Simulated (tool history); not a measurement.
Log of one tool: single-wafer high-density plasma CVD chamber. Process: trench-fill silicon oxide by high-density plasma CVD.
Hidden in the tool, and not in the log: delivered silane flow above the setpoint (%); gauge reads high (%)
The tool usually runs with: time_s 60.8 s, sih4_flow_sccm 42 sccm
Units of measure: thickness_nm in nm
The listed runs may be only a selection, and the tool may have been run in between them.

| run | hour | time_s | sih4_flow_sccm | wafers since the last listed run | hours since the silane flow controller was replaced | hours since the gauge calibration | read-back reference wafer on the same gauge, thickness_nm | thickness_nm |
|---|---|---|---|---|---|---|---|---|
| 1 | 0 | 60.8 | 39 | 0 | 4684.7 | 223.2 | 301.3 | 254.064 |
| 2 | 10 | 60.8 | 42 | 199 | 4694.7 | 233.2 | 301.162 | 273.797 |
| 3 | 23.5 | 60.8 | 42 | 268 | 4708.2 | 246.7 | 301.167 | 274.643 |
| 4 | 38.6 | 60.8 | 48 | 300 | 4723.3 | 261.8 | 301.076 | 313.142 |
| 5 | 46.4 | 60.8 | 48 | 155 | 4731.1 | 269.6 | 301.007 | 313.089 |
| 6 | 52.8 | 60.8 | 42 | 127 | 4737.5 | 276 | 300.998 | 273.301 |
| 7 | 63.3 | 60.8 | 42 | 208 | 4748 | 286.5 | 300.983 | 273.581 |
| 8 | 74.3 | 69.5 | 42 | 218 | 4759 | 297.5 | 300.859 | 313.198 |
| 9 | 90 | 69.5 | 42 | 312 | 4774.7 | 313.2 | 300.847 | 313.228 |
|  | 97.5 | gauge calibrated |
| 10 | 100.1 | 69.5 | 42 | 200 | 4784.8 | 2.6 | 305.356 | 317.295 |
| 11 | 151.3 | 60.8 | 42 | 1018 | 4836 | 53.8 | 303.997 | 276.809 |
| 12 | 165.2 | 60.8 | 42 | 276 | 4849.9 | 67.7 | 303.796 | 276.835 |
| 13 | 176.5 | 60.8 | 46 | 224 | 4861.2 | 79 | 303.597 | 302.339 |
| 14 | 185.3 | 50 | 39 | 175 | 4870 | 87.8 | 303.419 | 210.229 |
| 15 | 193.6 | 51 | 42 | 165 | 4878.3 | 96.1 | 303.376 | 231.268 |
|  | 227 | silane flow controller replaced |
| 16 | 227.5 | 72.6 | 42 | 515 | 0.5 | 130 | 302.854 | 329.871 |
| 17 | 231.5 | 72.4 | 42 | 79 | 4.5 | 134 | 302.774 | 328.008 |
| 18 | 240.6 | 60.8 | 49 | 181 | 13.6 | 143.1 | 302.677 | 321.36 |
| 19 | 246.9 | 56 | 35 | 125 | 19.9 | 149.4 | 302.671 | 211.199 |
| 20 | 259.2 | 72.8 | 35 | 244 | 32.2 | 161.7 | 302.536 | 274.908 |
| 21 | 275.1 | 48.7 | 42 | 316 | 48.1 | 177.6 | 302.46 | 220.447 |
| 22 | 282.6 | 60.8 | 42 | 149 | 55.6 | 185.1 | 302.34 | 275.142 |
| 23 | 294.9 | 60.8 | 42 | 244 | 67.9 | 197.4 | 302.264 | 275.21 |
| 24 | 307.4 | 69.1 | 49 | 248 | 80.4 | 209.9 | 302.188 | 364.32 |
| 25 | 324.6 | 55.8 | 38 | 342 | 97.6 | 227.1 | 302.036 | 228.376 |

What was the tool's hidden state at every run in the log?
delivered silane flow above the setpoint (%): 0 on each run
H1: gauge reads high (%)
| run | H1 |
|---|---|
| 1 | -1.24 |
| 2 | -1.25 |
| 3 | -1.27 |
| 4 | -1.29 |
| 5 | -1.3 |
| 6 | -1.31 |
| 7 | -1.32 |
| 8 | -1.34 |
| 9 | -1.35 |
| 10 | 0.129 |
| 11 | -0.308 |
| 12 | -0.399 |
| 13 | -0.466 |
| 14 | -0.514 |
| 15 | -0.557 |
| 16 | -0.703 |
| 17 | -0.718 |
| 18 | -0.75 |
| 19 | -0.771 |
| 20 | -0.809 |
| 21 | -0.853 |
| 22 | -0.872 |
| 23 | -0.9 |
| 24 | -0.926 |
| 25 | -0.958 |

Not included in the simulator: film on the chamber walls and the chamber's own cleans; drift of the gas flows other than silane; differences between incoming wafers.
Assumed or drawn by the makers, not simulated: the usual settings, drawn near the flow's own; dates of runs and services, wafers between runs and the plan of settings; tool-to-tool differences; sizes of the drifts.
